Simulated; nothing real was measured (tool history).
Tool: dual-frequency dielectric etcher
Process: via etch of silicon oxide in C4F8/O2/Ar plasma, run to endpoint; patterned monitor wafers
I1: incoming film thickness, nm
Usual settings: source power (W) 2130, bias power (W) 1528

{"run": 1, "hour": 0.0, "source power (W)": 2130, "bias power (W)": 1528, "I1": 2200.6, "endpoint time (s)": 457.9}
{"run": 2, "hour": 72.1, "source power (W)": 2130, "bias power (W)": 1528, "I1": 2182.7, "endpoint time (s)": 450.3}
{"run": 3, "hour": 153.8, "source power (W)": 2130, "bias power (W)": 1528, "I1": 2199.6, "endpoint time (s)": 448.1}
{"run": 4, "hour": 206.7, "source power (W)": 2130, "bias power (W)": 1528, "I1": 2222.9, "endpoint time (s)": 446.0}
{"run": 5, "hour": 283.4, "source power (W)": 2130, "bias power (W)": 1528, "I1": 2201.7, "endpoint time (s)": 442.6}
{"run": 6, "hour": 387.7, "source power (W)": 2130, "bias power (W)": 1528, "I1": 2199.6, "endpoint time (s)": 431.6}
{"hour": 440.1, "done": "wet clean of the chamber"}
{"run": 7, "hour": 487.5, "source power (W)": 2130, "bias power (W)": 1528, "I1": 2207.5, "endpoint time (s)": 454.9}
{"hour": 552.5, "done": "source power generator calibrated"}
{"run": 8, "hour": 593.4, "source power (W)": 2130, "bias power (W)": 1528, "I1": 2198.4, "endpoint time (s)": 442.8}
{"run": 9, "hour": 673.8, "source power (W)": 1940, "bias power (W)": 1528, "I1": 2173.0, "endpoint time (s)": 461.1}
{"run": 10, "hour": 712.4, "source power (W)": 2130, "bias power (W)": 1528, "I1": 2196.9, "endpoint time (s)": 439.6}
{"hour": 763.8, "done": "bias power generator calibrated"}
{"hour": 841.5, "done": "upper electrode replaced"}
{"hour": 907.7, "done": "wet clean of the chamber"}
{"run": 11, "hour": 937.7, "source power (W)": 2130, "bias power (W)": 1528, "I1": 2192.1, "endpoint time (s)": 453.7}
{"run": 12, "hour": 987.5, "source power (W)": 2130, "bias power (W)": 1528, "I1": 2183.7, "endpoint time (s)": 448.8}
{"run": 13, "hour": 1072.7, "source power (W)": 2290, "bias power (W)": 1528, "I1": 2204.9, "endpoint time (s)": 430.4}
{"run": 14, "hour": 1158.7, "source power (W)": 2130, "bias power (W)": 1356, "I1": 2174.1, "endpoint time (s)": 450.1}
{"run": 15, "hour": 1264.2, "source power (W)": 1920, "bias power (W)": 1362, "I1": 2184.4, "endpoint time (s)": 481.8}
{"run": 16, "hour": 1307.4, "source power (W)": 1700, "bias power (W)": 1277, "I1": 2219.6, "endpoint time (s)": 545.3}
{"run": 17, "hour": 1355.6, "source power (W)": 2660, "bias power (W)": 1906, "I1": 2194.9, "endpoint time (s)": 350.8}
{"hour": 1389.6, "done": "wet clean of the chamber"}
{"run": 18, "hour": 1456.3, "source power (W)": 1710, "bias power (W)": 1271, "I1": 2189.6, "endpoint time (s)": 547.6}
{"run": 19, "hour": 1502.5, "source power (W)": 2510, "bias power (W)": 1528, "I1": 2193.9, "endpoint time (s)": 406.3}
{"run": 20, "hour": 1579.0, "source power (W)": 2130, "bias power (W)": 1528, "I1": 2195.9, "endpoint time (s)": 445.5}

5 ways to go on from here, each from the tool as it stands after run 20. What would each give?
{"run": "A", "hour": 1579.5, "source power (W)": 2130, "bias power (W)": 1759, "I1": 2198.2, "endpoint time (s)": "?"}
{"run": "B", "hour": 1579.5, "source power (W)": 1950, "bias power (W)": 1203, "I1": 2198.2, "endpoint time (s)": "?"}
{"run": "C", "hour": 1579.5, "source power (W)": 1710, "bias power (W)": 1265, "I1": 2198.2, "endpoint time (s)": "?"}
{"run": "D", "hour": 1579.5, "source power (W)": 2130, "bias power (W)": 1418, "I1": 2198.2, "endpoint time (s)": "?"}
{"run": "E", "hour": 1579.5, "source power (W)": 1730, "bias power (W)": 1184, "I1": 2198.2, "endpoint time (s)": "?"}

run=A endpoint_time_(s)=422.5
run=B endpoint_time_(s)=513.8
run=C endpoint_time_(s)=545.8
run=D endpoint_time_(s)=458.2
run=E endpoint_time_(s)=556.2
Without the tool's hidden state the same runs would have given:
run=A endpoint_time_(s)=433.4
run=B endpoint_time_(s)=527.0
run=C endpoint_time_(s)=559.8
run=D endpoint_time_(s)=470.0
run=E endpoint_time_(s)=570.5

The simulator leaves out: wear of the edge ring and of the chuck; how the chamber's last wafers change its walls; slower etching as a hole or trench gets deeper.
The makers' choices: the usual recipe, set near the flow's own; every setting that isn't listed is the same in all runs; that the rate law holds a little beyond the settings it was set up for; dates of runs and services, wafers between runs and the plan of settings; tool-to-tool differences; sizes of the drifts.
